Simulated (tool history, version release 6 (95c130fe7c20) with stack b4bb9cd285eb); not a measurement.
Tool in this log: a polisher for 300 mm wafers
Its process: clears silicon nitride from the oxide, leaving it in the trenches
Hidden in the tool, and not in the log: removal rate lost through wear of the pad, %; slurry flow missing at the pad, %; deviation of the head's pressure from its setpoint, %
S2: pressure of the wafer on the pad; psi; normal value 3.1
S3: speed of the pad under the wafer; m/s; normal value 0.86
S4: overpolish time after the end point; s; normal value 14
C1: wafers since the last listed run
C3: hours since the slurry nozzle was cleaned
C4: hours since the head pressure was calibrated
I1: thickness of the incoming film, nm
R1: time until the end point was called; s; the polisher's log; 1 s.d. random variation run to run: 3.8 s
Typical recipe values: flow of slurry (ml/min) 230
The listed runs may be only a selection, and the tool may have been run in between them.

Run 1, day 0: usual settings but S2 2.7 psi; C1 0; wafers polished on this pad 5222; C3 16.2; C4 1291.9; I1 135.1. Result: R1 224.7 s.
Run 2, day 1.662: usual settings; C1 282; wafers polished on this pad 5505; C3 56.1; C4 1331.8; I1 133.6. Result: R1 202.4 s.
At day 2.446: worn pad replaced by a new one.
Run 3, day 5.821: usual settings; C1 678; wafers polished on this pad 573; C3 155.9; C4 1431.6; I1 134.1. Result: R1 197.2 s.
At day 10.754: head pressure recalibrated.
Run 4, day 18.429: usual settings but S4 9 s; C1 2129; wafers polished on this pad 2703; C3 458.5; C4 184.2; I1 135.4. Result: R1 215.6 s.
Run 5, day 21.579: usual settings but S4 9 s; C1 535; wafers polished on this pad 3238; C3 534.1; C4 259.8; I1 135.7. Result: R1 213.6 s.
Run 6, day 24.275: usual settings; C1 458; wafers polished on this pad 3697; C3 598.8; C4 324.5; I1 133.6. Result: R1 213.8 s.
At day 26.362: slurry nozzle cleaned.
Run 7, day 27.079: usual settings; C1 469; wafers polished on this pad 4166; C3 17.2; C4 391.8; I1 136.6. Result: R1 202.3 s.
Run 8, day 29.217: usual settings; C1 363; wafers polished on this pad 4530; C3 68.5; C4 443.1; I1 132.6. Result: R1 195 s.
Run 9, day 33.567: usual settings; C1 739; wafers polished on this pad 5269; C3 172.9; C4 547.5; I1 136.8. Result: R1 207.7 s.
Run 10, day 36.179: usual settings; C1 444; wafers polished on this pad 5713; C3 235.6; C4 610.2; I1 137.5. Result: R1 203.5 s.
At day 36.417: worn pad replaced by a new one.
Run 11, day 38.467: usual settings but flow of slurry (ml/min) 155, S2 2.2 psi, S3 0.66 m/s, S4 17 s; C1 360; wafers polished on this pad 348; C3 290.5; C4 665.1; I1 132.3. Result: R1 411.9 s.
Run 12, day 42.2: usual settings; C1 634; wafers polished on this pad 983; C3 380.1; C4 754.7; I1 136.3. Result: R1 213 s.
Run 13, day 46.446: usual settings but S2 4.2 psi, S4 21 s; C1 721; wafers polished on this pad 1705; C3 482; C4 856.6; I1 136.3. Result: R1 159.3 s.
Run 14, day 50.733: usual settings but S3 1.08 m/s; C1 728; wafers polished on this pad 2434; C3 584.9; C4 959.5; I1 132.9. Result: R1 165 s.
Run 15, day 52.838: usual settings; C1 357; wafers polished on this pad 2791; C3 635.4; C4 1010; I1 135.7. Result: R1 223.3 s.
Run 16, day 56.479: usual settings but S3 0.6 m/s; C1 619; wafers polished on this pad 3411; C3 722.8; C4 1097.4; I1 133.2. Result: R1 309.7 s.
At day 58.117: slurry nozzle cleaned.
Run 17, day 58.417: usual settings but S2 2.6 psi, S3 0.66 m/s; C1 322; wafers polished on this pad 3733; C3 7.2; C4 1143.9; I1 133.7. Result: R1 305.2 s.
Run 18, day 61.433: usual settings but flow of slurry (ml/min) 300, S2 3.9 psi; C1 512; wafers polished on this pad 4246; C3 79.6; C4 1216.3; I1 135.5. Result: R1 154.4 s.
Run 19, day 65.796: usual settings; C1 741; wafers polished on this pad 4988; C3 184.3; C4 1321; I1 136.5. Result: R1 202 s.
Run 20, day 67.888: usual settings but S3 0.98 m/s; C1 355; wafers polished on this pad 5343; C3 234.5; C4 1371.2; I1 136.4. Result: R1 180.6 s.
Run 21, day 69.796: usual settings but S2 2.4 psi, S3 0.78 m/s, S4 8 s; C1 324; wafers polished on this pad 5668; C3 280.3; C4 1417; I1 134.8. Result: R1 287.3 s.
At day 71.258: worn pad replaced by a new one.
Run 22, day 72.812: usual settings but flow of slurry (ml/min) 195, S2 2.6 psi, S3 0.98 m/s, S4 9 s; C1 484; wafers polished on this pad 264; C3 352.7; C4 1489.4; I1 133.3. Result: R1 219 s.
Run 23, day 75.75: usual settings but flow of slurry (ml/min) 285, S2 2.6 psi, S4 12 s; C1 499; wafers polished on this pad 763; C3 423.2; C4 1559.9; I1 133.5. Result: R1 243.5 s.
At day 79.146: head pressure recalibrated.
Run 24, day 83.438: usual settings but S2 2.2 psi, S4 16 s; C1 1292; wafers polished on this pad 2056; C3 607.7; C4 103; I1 135.4. Result: R1 291.4 s.
Run 25, day 86.6: usual settings but S3 0.7 m/s; C1 537; wafers polished on this pad 2594; C3 683.6; C4 178.9; I1 136. Result: R1 260.4 s.
Run 26, day 90.55: usual settings but S2 2.4 psi, S3 0.78 m/s, S4 8 s; C1 671; wafers polished on this pad 3265; C3 778.4; C4 273.7; I1 135.8. Result: R1 300.7 s.
At day 92.617: slurry nozzle cleaned.
Run 27, day 94.642: usual settings but S2 2.7 psi, S3 0.62 m/s; C1 688; wafers polished on this pad 3954; C3 48.6; C4 371.9; I1 134.3. Result: R1 314.2 s.
Run 28, day 97.833: usual settings but flow of slurry (ml/min) 160, S3 1.04 m/s, S4 17 s; C1 542; wafers polished on this pad 4497; C3 125.2; C4 448.5; I1 134.7. Result: R1 180.4 s.
Run 29, day 101.421: usual settings; C1 609; wafers polished on this pad 5107; C3 211.3; C4 534.6; I1 136.1. Result: R1 206.8 s.
Run 30, day 103.662: usual settings but flow of slurry (ml/min) 285, S2 2.4 psi, S3 0.64 m/s; C1 381; wafers polished on this pad 5488; C3 265.1; C4 588.4; I1 134.9. Result: R1 365 s.

What does the tool deliver on the next run?
Run 31, day 106.092: usual settings but flow of slurry (ml/min) 160, S2 2.7 psi, S3 0.72 m/s; C1 412; wafers polished on this pad 5901; C3 323.4; C4 646.7; I1 133.9. Result: R1 ?.

R1: 313.7 s
On a tool with no hidden condition, and with the same random variation, this run would have come out at R1 281.2 s.
